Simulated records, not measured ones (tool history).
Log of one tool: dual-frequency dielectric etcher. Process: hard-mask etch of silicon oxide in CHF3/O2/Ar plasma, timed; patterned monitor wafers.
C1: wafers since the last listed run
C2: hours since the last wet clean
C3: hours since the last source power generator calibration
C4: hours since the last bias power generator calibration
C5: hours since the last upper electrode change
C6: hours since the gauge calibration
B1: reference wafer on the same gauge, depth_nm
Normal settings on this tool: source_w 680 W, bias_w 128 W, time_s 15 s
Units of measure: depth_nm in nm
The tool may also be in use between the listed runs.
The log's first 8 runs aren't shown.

At hour 569.4: upper electrode replaced.
At hour 619.3: wet clean of the chamber.
Run 9, hour 619.8: usual settings but source_w 770 W; C1 684; C2 0.5; C3 3222; C4 3542.9; C5 50.4; C6 1987.3; B1 28. Result: depth_nm 27.79 nm.
Run 10, hour 686.4: usual settings but source_w 770 W; C1 883; C2 67.1; C3 3288.6; C4 3609.5; C5 117; C6 2053.9; B1 27.98. Result: depth_nm 27.6 nm.
Run 11, hour 733: usual settings; C1 618; C2 113.7; C3 3335.2; C4 3656.1; C5 163.6; C6 2100.5; B1 28. Result: depth_nm 26.82 nm.
At hour 774.6: bias power generator calibrated.
Run 12, hour 775.1: usual settings but source_w 780 W, time_s 18 s; C1 505; C2 155.8; C3 3377.3; C4 0.5; C5 205.7; C6 2142.6; B1 27.99. Result: depth_nm 33.09 nm.
Run 13, hour 823.3: usual settings but bias_w 113 W; C1 639; C2 204; C3 3425.5; C4 48.7; C5 253.9; C6 2190.8; B1 28. Result: depth_nm 25.85 nm.
Run 14, hour 868.9: usual settings but bias_w 113 W; C1 604; C2 249.6; C3 3471.1; C4 94.3; C5 299.5; C6 2236.4; B1 27.99. Result: depth_nm 25.78 nm.
At hour 913.1: source power generator calibrated.
Run 15, hour 954.6: usual settings but source_w 560 W, time_s 11 s; C1 1083; C2 335.3; C3 41.5; C4 180; C5 385.2; C6 2322.1; B1 28.01. Result: depth_nm 18.63 nm.
Run 16, hour 1033.4: usual settings but source_w 750 W, bias_w 158 W, time_s 18.5 s; C1 1045; C2 414.1; C3 120.3; C4 258.8; C5 464; C6 2400.9; B1 28.01. Result: depth_nm 34.89 nm.
Run 17, hour 1096: usual settings but source_w 820 W, bias_w 149 W; C1 830; C2 476.7; C3 182.9; C4 321.4; C5 526.6; C6 2463.5; B1 28. Result: depth_nm 28.42 nm.
Run 18, hour 1179.8: usual settings but bias_w 137 W, time_s 16.5 s; C1 1111; C2 560.5; C3 266.7; C4 405.2; C5 610.4; C6 2547.3; B1 27.99. Result: depth_nm 28.92 nm.
At hour 1209.2: wet clean of the chamber.
Run 19, hour 1265: usual settings but bias_w 149 W, time_s 11.5 s; C1 811; C2 55.8; C3 351.9; C4 490.4; C5 695.6; C6 2632.5; B1 27.99. Result: depth_nm 21.36 nm.
Run 20, hour 1512: usual settings but source_w 850 W, time_s 11.5 s; C1 3276; C2 302.8; C3 598.9; C4 737.4; C5 942.6; C6 2879.5; B1 28.01. Result: depth_nm 21.44 nm.
At hour 1533.1: gauge calibrated.
Run 21, hour 1602.4: usual settings but bias_w 141 W; C1 1198; C2 393.2; C3 689.3; C4 827.8; C5 1033; C6 69.3; B1 28. Result: depth_nm 26.94 nm.
Run 22, hour 1700.5: usual settings but source_w 620 W; C1 1301; C2 491.3; C3 787.4; C4 925.9; C5 1131.1; C6 167.4; B1 28. Result: depth_nm 25.66 nm.
At hour 1743.8: wet clean of the chamber.
Run 23, hour 1770.8: usual settings; C1 614; C2 27; C3 857.7; C4 996.2; C5 1201.4; C6 237.7; B1 28.01. Result: depth_nm 27.18 nm.
Run 24, hour 1850.6: usual settings but source_w 510 W, bias_w 158 W, time_s 16.5 s; C1 1058; C2 106.8; C3 937.5; C4 1076; C5 1281.2; C6 317.5; B1 28. Result: depth_nm 29.72 nm.
Run 25, hour 1937.5: usual settings but source_w 600 W, bias_w 117 W, time_s 17.5 s; C1 1152; C2 193.7; C3 1024.4; C4 1162.9; C5 1368.1; C6 404.4; B1 27.99. Result: depth_nm 29.86 nm.

Run 26, settings as shown, results not yet in. Your forecast:
Run 26, hour 1984.4: usual settings; C1 622; C2 240.6; C3 1071.3; C4 1209.8; C5 1415; C6 451.3; B1 ?. Result: depth_nm ?.

Run 26 yielded B1 27.98, depth_nm 27.03 nm.
Minus the tool's unlogged condition, the same run would have read depth_nm 27.27 nm.

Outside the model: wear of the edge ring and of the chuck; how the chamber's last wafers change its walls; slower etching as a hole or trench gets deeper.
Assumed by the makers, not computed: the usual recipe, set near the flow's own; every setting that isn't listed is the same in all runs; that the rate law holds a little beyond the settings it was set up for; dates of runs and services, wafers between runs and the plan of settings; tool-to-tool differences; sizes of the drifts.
